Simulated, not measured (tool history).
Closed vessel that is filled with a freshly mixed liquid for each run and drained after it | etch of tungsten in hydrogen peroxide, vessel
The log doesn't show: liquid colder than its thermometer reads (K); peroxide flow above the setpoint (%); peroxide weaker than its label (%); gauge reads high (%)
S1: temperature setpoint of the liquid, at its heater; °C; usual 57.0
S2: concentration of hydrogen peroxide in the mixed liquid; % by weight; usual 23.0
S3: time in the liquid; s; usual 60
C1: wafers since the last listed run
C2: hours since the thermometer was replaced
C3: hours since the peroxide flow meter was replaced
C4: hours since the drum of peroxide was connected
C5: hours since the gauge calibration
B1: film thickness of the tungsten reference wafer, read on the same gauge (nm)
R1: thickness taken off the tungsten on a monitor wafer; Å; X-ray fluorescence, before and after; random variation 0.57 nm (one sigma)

| run | hour | S1 | S2 | S3 | C1 | C2 | C3 | C4 | C5 | B1 | R1 |
|---|---|---|---|---|---|---|---|---|---|---|---|
| 1 | 0.0 | 57.0 | 23.0 | 60 | 0 | 863.5 | 434.3 | 34.9 | 1205.5 | 145.66 | 1321.9 |
| 2 | 28.6 | 57.0 | 18.5 | 60 | 3092 | 892.1 | 462.9 | 63.5 | 1234.1 | 145.59 | 1184.2 |
| 3 | 84.7 | 57.0 | 18.5 | 60 | 6066 | 948.2 | 519.0 | 119.6 | 1290.2 | 145.53 | 1178.4 |
|  | 136.1 | peroxide flow meter replaced |
| 4 | 140.2 | 57.0 | 23.0 | 60 | 5893 | 1003.7 | 4.1 | 175.1 | 1345.7 | 145.46 | 1334.9 |
| 5 | 164.9 | 57.0 | 23.0 | 60 | 2670 | 1028.4 | 28.8 | 199.8 | 1370.4 | 145.49 | 1334.7 |
| 6 | 225.3 | 57.0 | 23.0 | 60 | 6531 | 1088.8 | 89.2 | 260.2 | 1430.8 | 145.42 | 1324.8 |
| 7 | 292.8 | 57.0 | 23.0 | 60 | 7298 | 1156.3 | 156.7 | 327.7 | 1498.3 | 145.36 | 1331.1 |
| 8 | 327.2 | 57.0 | 23.0 | 60 | 3719 | 1190.7 | 191.1 | 362.1 | 1532.7 | 145.38 | 1321.7 |
| 9 | 363.9 | 57.0 | 23.0 | 60 | 3968 | 1227.4 | 227.8 | 398.8 | 1569.4 | 145.31 | 1310.4 |
| 10 | 400.3 | 57.0 | 23.0 | 60 | 3936 | 1263.8 | 264.2 | 435.2 | 1605.8 | 145.32 | 1329.2 |
| 11 | 456.7 | 57.0 | 23.0 | 60 | 6098 | 1320.2 | 320.6 | 491.6 | 1662.2 | 145.25 | 1323.8 |
|  | 494.1 | gauge calibrated |
|  | 509.7 | new drum of peroxide connected |
| 12 | 522.1 | 57.0 | 23.0 | 60 | 6963 | 1385.6 | 386.0 | 12.4 | 28.0 | 150.16 | 1368.1 |
| 13 | 567.1 | 57.0 | 23.0 | 60 | 4865 | 1430.6 | 431.0 | 57.4 | 73.0 | 149.77 | 1370.1 |
| 14 | 638.1 | 57.0 | 23.0 | 60 | 7677 | 1501.6 | 502.0 | 128.4 | 144.0 | 149.23 | 1353.4 |
| 15 | 682.5 | 54.0 | 23.0 | 60 | 4801 | 1546.0 | 546.4 | 172.8 | 188.4 | 148.96 | 1131.1 |
| 16 | 721.9 | 57.0 | 23.0 | 60 | 4260 | 1585.4 | 585.8 | 212.2 | 227.8 | 148.69 | 1340.9 |
|  | 736.2 | peroxide flow meter replaced |
| 17 | 765.6 | 57.0 | 18.0 | 90 | 4617 | 1629.1 | 29.4 | 255.9 | 271.5 | 148.45 | 1794.5 |
| 18 | 811.9 | 57.0 | 25.5 | 75 | 5006 | 1675.4 | 75.7 | 302.2 | 317.8 | 148.20 | 1778.8 |
| 19 | 869.3 | 65.0 | 23.0 | 60 | 6206 | 1732.8 | 133.1 | 359.6 | 375.2 | 147.90 | 2129.4 |
| 20 | 987.8 | 57.0 | 23.0 | 30 | 12813 | 1851.3 | 251.6 | 478.1 | 493.7 | 147.39 | 673.5 |
|  | 1044.8 | new drum of peroxide connected |
| 21 | 1053.5 | 57.0 | 27.0 | 60 | 6996 | 1917.0 | 317.3 | 8.7 | 559.4 | 147.14 | 1443.4 |
| 22 | 1115.5 | 65.5 | 27.0 | 35 | 6704 | 1979.0 | 379.3 | 70.7 | 621.4 | 146.94 | 1365.6 |
| 23 | 1173.7 | 57.0 | 23.0 | 60 | 6293 | 2037.2 | 437.5 | 128.9 | 679.6 | 146.76 | 1333.2 |
|  | 1205.0 | peroxide flow meter replaced |
| 24 | 1216.9 | 57.0 | 29.5 | 60 | 4563 | 2080.4 | 11.9 | 172.1 | 722.8 | 146.65 | 1509.1 |
|  | 1273.2 | thermometer replaced |
| 25 | 1282.7 | 57.0 | 23.0 | 80 | 7006 | 9.5 | 77.7 | 237.9 | 788.6 | 146.47 | 1782.4 |
| 26 | 1345.1 | 62.0 | 25.0 | 30 | 6747 | 71.9 | 140.1 | 300.3 | 851.0 | 146.37 | 930.6 |
| 27 | 1540.0 | 57.0 | 23.0 | 35 | 21074 | 266.8 | 335.0 | 495.2 | 1045.9 | 146.00 | 774.4 |
| 28 | 1589.4 | 65.5 | 20.5 | 85 | 5341 | 316.2 | 384.4 | 544.6 | 1095.3 | 145.90 | 2915.0 |
| 29 | 1619.6 | 57.0 | 23.0 | 60 | 3265 | 346.4 | 414.6 | 574.8 | 1125.5 | 145.86 | 1330.9 |

5 ways to go on from here, each from the tool as it stands after run 29. What would each give?
| A | 1620.3 | 57.0 | 29.0 | 60 | 43 | 347.1 | 415.3 | 575.5 | 1126.2 | ? | ? |
| B | 1620.3 | 64.0 | 27.5 | 30 | 43 | 347.1 | 415.3 | 575.5 | 1126.2 | ? | ? |
| C | 1620.3 | 52.0 | 23.0 | 60 | 43 | 347.1 | 415.3 | 575.5 | 1126.2 | ? | ? |
| D | 1620.3 | 48.5 | 29.0 | 95 | 43 | 347.1 | 415.3 | 575.5 | 1126.2 | ? | ? |
| E | 1620.3 | 64.0 | 16.5 | 60 | 43 | 347.1 | 415.3 | 575.5 | 1126.2 | ? | ? |

| run | B1 | R1 |
|---|---|---|
| A | 145.85 | 1496.1 |
| B | 145.85 | 1088.2 |
| C | 145.85 | 989.7 |
| D | 145.85 | 1421.2 |
| E | 145.85 | 1685.9 |
Without the tool's hidden state the same runs would have given:
| run | R1 |
|---|---|
| A | 1538.6 |
| B | 1119.1 |
| C | 1017.8 |
| D | 1461.6 |
| E | 1733.7 |
